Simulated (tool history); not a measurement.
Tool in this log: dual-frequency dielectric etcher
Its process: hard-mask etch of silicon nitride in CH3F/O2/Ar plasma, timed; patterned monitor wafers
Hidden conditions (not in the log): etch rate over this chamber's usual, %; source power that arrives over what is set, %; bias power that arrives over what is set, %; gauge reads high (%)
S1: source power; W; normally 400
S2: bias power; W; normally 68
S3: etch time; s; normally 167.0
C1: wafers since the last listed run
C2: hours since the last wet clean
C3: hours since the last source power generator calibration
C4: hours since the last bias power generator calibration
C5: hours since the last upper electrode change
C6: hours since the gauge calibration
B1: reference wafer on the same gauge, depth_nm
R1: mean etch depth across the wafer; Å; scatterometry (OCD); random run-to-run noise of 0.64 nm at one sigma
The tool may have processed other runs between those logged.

| run | day | S1 | S2 | S3 | C1 | C2 | C3 | C4 | C5 | C6 | B1 | R1 |
|---|---|---|---|---|---|---|---|---|---|---|---|---|
| 1 | 0.000 | 400 | 68 | 167.0 | 0 | 376.6 | 737.0 | 3171.1 | 1826.2 | 574.4 | 99.0 | 1071 |
| 2 | 1.942 | 400 | 68 | 167.0 | 264 | 423.2 | 783.6 | 3217.7 | 1872.8 | 621.0 | 99.2 | 1078 |
|  | 3.217 | wet clean of the chamber |
| 3 | 4.875 | 400 | 68 | 167.0 | 263 | 39.8 | 854.0 | 3288.1 | 1943.2 | 691.4 | 98.9 | 1052 |
| 4 | 5.992 | 400 | 68 | 167.0 | 152 | 66.6 | 880.8 | 3314.9 | 1970.0 | 718.2 | 99.0 | 1066 |
| 5 | 7.892 | 400 | 68 | 167.0 | 259 | 112.2 | 926.4 | 3360.5 | 2015.6 | 763.8 | 99.0 | 1070 |
| 6 | 9.046 | 400 | 61 | 167.0 | 157 | 139.9 | 954.1 | 3388.2 | 2043.3 | 791.5 | 99.0 | 1009 |
| 7 | 10.429 | 400 | 61 | 167.0 | 188 | 173.1 | 987.3 | 3421.4 | 2076.5 | 824.7 | 98.8 | 1007 |
| 8 | 12.871 | 400 | 61 | 167.0 | 332 | 231.7 | 1045.9 | 3480.0 | 2135.1 | 883.3 | 99.1 | 1015 |
| 9 | 14.321 | 400 | 68 | 167.0 | 197 | 266.5 | 1080.7 | 3514.8 | 2169.9 | 918.1 | 99.0 | 1060 |
| 10 | 15.954 | 400 | 68 | 167.0 | 222 | 305.7 | 1119.9 | 3554.0 | 2209.1 | 957.3 | 99.0 | 1084 |
| 11 | 18.283 | 400 | 68 | 167.0 | 317 | 361.6 | 1175.8 | 3609.9 | 2265.0 | 1013.2 | 99.1 | 1079 |
|  | 20.829 | bias power generator calibrated |
|  | 21.346 | wet clean of the chamber |
| 12 | 21.367 | 320 | 55 | 207.5 | 326 | 0.5 | 1249.8 | 12.9 | 2339.0 | 1087.2 | 98.8 | 1085 |
| 13 | 24.100 | 400 | 68 | 167.0 | 372 | 66.1 | 1315.4 | 78.5 | 2404.6 | 1152.8 | 99.0 | 1059 |
| 14 | 26.625 | 460 | 82 | 211.0 | 344 | 126.7 | 1376.0 | 139.1 | 2465.2 | 1213.4 | 98.7 | 1536 |
| 15 | 28.512 | 400 | 68 | 207.5 | 257 | 172.0 | 1421.3 | 184.4 | 2510.5 | 1258.7 | 99.2 | 1308 |
| 16 | 29.829 | 400 | 68 | 167.0 | 179 | 203.6 | 1452.9 | 216.0 | 2542.1 | 1290.3 | 99.0 | 1071 |
|  | 30.954 | upper electrode replaced |
| 17 | 32.388 | 400 | 68 | 167.0 | 212 | 265.0 | 1514.3 | 277.4 | 34.4 | 1351.7 | 99.3 | 1070 |
| 18 | 33.979 | 400 | 60 | 167.0 | 217 | 303.2 | 1552.5 | 315.6 | 72.6 | 1389.9 | 98.7 | 1002 |
|  | 35.079 | source power generator calibrated |
| 19 | 36.754 | 430 | 68 | 183.5 | 355 | 369.8 | 40.2 | 382.2 | 139.2 | 1456.5 | 99.0 | 1205 |
|  | 37.075 | gauge calibrated |
| 20 | 38.667 | 460 | 73 | 150.5 | 260 | 415.7 | 86.1 | 428.1 | 185.1 | 38.2 | 99.1 | 1048 |
|  | 40.042 | wet clean of the chamber |
| 21 | 40.283 | 450 | 75 | 189.0 | 84 | 5.8 | 124.9 | 466.9 | 223.9 | 77.0 | 99.0 | 1300 |
| 22 | 41.696 | 400 | 68 | 211.5 | 192 | 39.7 | 158.8 | 500.8 | 257.8 | 110.9 | 99.0 | 1340 |
| 23 | 43.729 | 400 | 77 | 167.0 | 277 | 88.5 | 207.6 | 549.6 | 306.6 | 159.7 | 99.1 | 1129 |
| 24 | 45.929 | 370 | 82 | 167.0 | 299 | 141.3 | 260.4 | 602.4 | 359.4 | 212.5 | 98.8 | 1145 |
| 25 | 48.296 | 360 | 68 | 167.0 | 322 | 198.1 | 317.2 | 659.2 | 416.2 | 269.3 | 99.2 | 1041 |
| 26 | 50.217 | 400 | 68 | 214.0 | 261 | 244.2 | 363.3 | 705.3 | 462.3 | 315.4 | 99.2 | 1384 |
| 27 | 51.867 | 480 | 79 | 167.0 | 224 | 283.8 | 402.9 | 744.9 | 501.9 | 355.0 | 99.0 | 1219 |
| 28 | 53.012 | 400 | 68 | 118.5 | 156 | 311.3 | 430.4 | 772.4 | 529.4 | 382.5 | 99.1 | 764 |
| 29 | 54.325 | 400 | 68 | 167.0 | 178 | 342.8 | 461.9 | 803.9 | 560.9 | 414.0 | 99.1 | 1070 |

Below are 5 alternative next runs, each starting from the tool's condition after run 29. Predict each:
| A | 54.346 | 400 | 82 | 167.0 | 2 | 343.3 | 462.4 | 804.4 | 561.4 | 414.5 | ? | ? |
| B | 54.346 | 400 | 68 | 202.5 | 2 | 343.3 | 462.4 | 804.4 | 561.4 | 414.5 | ? | ? |
| C | 54.346 | 400 | 75 | 167.0 | 2 | 343.3 | 462.4 | 804.4 | 561.4 | 414.5 | ? | ? |
| D | 54.346 | 490 | 79 | 125.0 | 2 | 343.3 | 462.4 | 804.4 | 561.4 | 414.5 | ? | ? |
| E | 54.346 | 500 | 62 | 139.5 | 2 | 343.3 | 462.4 | 804.4 | 561.4 | 414.5 | ? | ? |

| run | B1 | R1 |
|---|---|---|
| A | 99.0 | 1184 |
| B | 99.0 | 1299 |
| C | 99.0 | 1129 |
| D | 99.0 | 918 |
| E | 99.0 | 906 |
The same runs, with their run-to-run variation unchanged, on a tool lacking any hidden condition would have given:
| run | R1 |
|---|---|
| A | 1158 |
| B | 1272 |
| C | 1105 |
| D | 899 |
| E | 887 |
